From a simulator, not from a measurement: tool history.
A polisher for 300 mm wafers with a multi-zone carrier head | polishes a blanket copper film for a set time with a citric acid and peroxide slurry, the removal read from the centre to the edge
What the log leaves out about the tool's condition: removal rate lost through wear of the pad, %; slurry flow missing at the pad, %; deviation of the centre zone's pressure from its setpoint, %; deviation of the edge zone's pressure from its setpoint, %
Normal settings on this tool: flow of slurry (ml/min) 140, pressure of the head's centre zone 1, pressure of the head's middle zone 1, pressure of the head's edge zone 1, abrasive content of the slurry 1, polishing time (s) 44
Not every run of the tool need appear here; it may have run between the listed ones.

run   hour  flow of slurry (ml/min)  pressure of the head's centre zone  pressure of the head's middle zone  pressure of the head's edge zone  abrasive content of the slurry  polishing time (s)  wafers since the last listed run  wafers polished on this pad  hours since the slurry nozzle was cleaned  hours since the centre zone pressure was calibrated  hours since the edge zone pressure was calibrated  hours since the carrier head's membrane was replaced  incoming thickness of the incoming film, nm  film removed at the wafer's centre (angstrom)  film removed at mid-radius (angstrom)  film removed at the wafer's edge (angstrom)
  1      0                      155                                   1                                   1                                 1                               1                  35                                 0                            4                                      742.4                                                402.3                                              379.5                                                1006.6                                        702.3                                            663                                    648                                          713
  2   41.7                      155                                   1                                   1                                 1                               1                  35                               375                          379                                      784.1                                                  444                                              421.2                                                1048.3                                        700.9                                            629                                    641                                          696
  3   50.4                      140                                0.93                                   1                                 1                             0.9                  44                                78                          457                                      792.8                                                452.7                                              429.9                                                  1057                                        694.4                                            722                                    741                                          829
  4   58.8                      140                                0.93                                   1                                 1                             0.9                  44                                75                          533                                      801.2                                                461.1                                              438.3                                                1065.4                                        704.8                                            707                                    739                                          839
     102.4  -- centre zone pressure recalibrated
  5  104.9                      140                                   1                                   1                                 1                               1                  44                               396                          929                                      847.3                                                  2.5                                              484.4                                                1111.5                                        705.9                                            731                                    747                                          831
     116.1  -- carrier head's membrane replaced by a new one
       117  -- edge zone pressure recalibrated
  6  117.5                      140                                   1                                   1                                 1                               1                  44                                60                          989                                      859.9                                                 15.1                                                0.5                                                   1.4                                        694.3                                            716                                    729                                          834
  7  127.6                      140                                   1                                   1                                 1                               1                  44                                90                         1080                                        870                                                 25.2                                               10.6                                                  11.5                                        692.6                                            723                                    726                                          846
  8    139                      140                                   1                                   1                                 1                               1                  44                               102                         1183                                      881.4                                                 36.6                                                 22                                                  22.9                                        698.3                                            718                                    734                                          819
     147.1  -- slurry nozzle cleaned
     147.8  -- worn pad replaced by a new one
  9  148.9                      140                                   1                                0.93                              1.07                               1                  44                                73                            9                                        1.8                                                 46.5                                               31.9                                                  32.8                                        713.3                                            947                                    852                                          981
 10  156.3                      140                                   1                                   1                                 1                               1                  44                                66                           76                                        9.2                                                 53.9                                               39.3                                                  40.2                                        699.6                                            936                                    898                                          953
 11  169.8                      115                                   1                                   1                                 1                             0.8                  44                               121                          197                                       22.7                                                 67.4                                               52.8                                                  53.7                                        704.7                                            844                                    813                                          876
 12    185                      140                                   1                                   1                                 1                               1                  44                               136                          334                                       37.9                                                 82.6                                                 68                                                  68.9                                        692.5                                            928                                    906                                          956
 13    197                      140                                0.91                                1.06                              0.91                               1                  29                               107                          442                                       49.9                                                 94.6                                                 80                                                  80.9                                        703.7                                            590                                    624                                          608
 14  212.4                      140                                0.91                                   1                                 1                             1.2                  44                               138                          580                                       65.3                                                  110                                               95.4                                                  96.3                                          701                                            929                                    956                                          994
 15  220.8                      140                                   1                                   1                                 1                               1                  44                                75                          656                                       73.7                                                118.4                                              103.8                                                 104.7                                        709.1                                            945                                    898                                          942
 16    227                      170                                1.06                                0.95                              1.05                               1                  44                                55                          712                                       79.9                                                124.6                                                110                                                 110.9                                        695.8                                           1021                                    887                                         1004
 17  237.9                      140                                   1                                   1                                 1                             1.1                  44                                98                          810                                       90.8                                                135.5                                              120.9                                                 121.8                                        697.7                                            946                                    919                                          976
 18  244.9                      140                                0.93                                   1                                 1                             0.9                  44                                62                          873                                       97.8                                                142.5                                              127.9                                                 128.8                                        689.2                                            877                                    898                                          939
 19    257                      115                                   1                                1.03                              0.91                               1                  44                               108                          981                                      109.9                                                154.6                                                140                                                 140.9                                        691.3                                            849                                    863                                          866
 20  266.9                       95                                   1                                0.95                                 1                             0.7                  59                                89                         1070                                      119.8                                                164.5                                              149.9                                                 150.8                                        701.6                                           1011                                    955                                         1084
 21  277.7                      140                                0.93                                   1                                 1                             0.9                  44                                97                         1168                                      130.6                                                175.3                                              160.7                                                 161.6                                        693.9                                            878                                    871                                          930
 22  290.6                      140                                0.96                                   1                                 1                             0.7                  30                               116                         1284                                      143.5                                                188.2                                              173.6                                                 174.5                                        707.1                                            582                                    551                                          598
 23  299.4                      140                                   1                                   1                                 1                               1                  44                                79                         1363                                      152.3                                                  197                                              182.4                                                 183.3                                        691.1                                            915                                    891                                          939

Predict each of these 3 candidate next runs independently; none follows another, all start after run 23:
  A  299.8                      140                                   1                                   1                                 1                               1                  44                                 3                         1366                                      152.7                                                197.4                                              182.8                                                 183.7                                        702.4                                              ?                                      ?                                            ?
  B  299.8                      140                                   1                                0.94                              1.05                            0.75                  30                                 3                         1366                                      152.7                                                197.4                                              182.8                                                 183.7                                        702.4                                              ?                                      ?                                            ?
  C  299.8                      140                                   1                                1.09                              1.07                             1.2                  44                                 3                         1366                                      152.7                                                197.4                                              182.8                                                 183.7                                        702.4                                              ?                                      ?                                            ?

run  film removed at the wafer's centre (angstrom)  film removed at mid-radius (angstrom)  film removed at the wafer's edge (angstrom)
  A                                            913                                    887                                          950
  B                                            586                                    540                                          626
  C                                            950                                    992                                         1021
Stripped of hidden state, with their random variation kept, the same runs would have yielded:
run  film removed at the wafer's centre (angstrom)  film removed at mid-radius (angstrom)  film removed at the wafer's edge (angstrom)
  A                                            943                                    912                                          970
  B                                            605                                    556                                          638
  C                                            981                                   1020                                         1041

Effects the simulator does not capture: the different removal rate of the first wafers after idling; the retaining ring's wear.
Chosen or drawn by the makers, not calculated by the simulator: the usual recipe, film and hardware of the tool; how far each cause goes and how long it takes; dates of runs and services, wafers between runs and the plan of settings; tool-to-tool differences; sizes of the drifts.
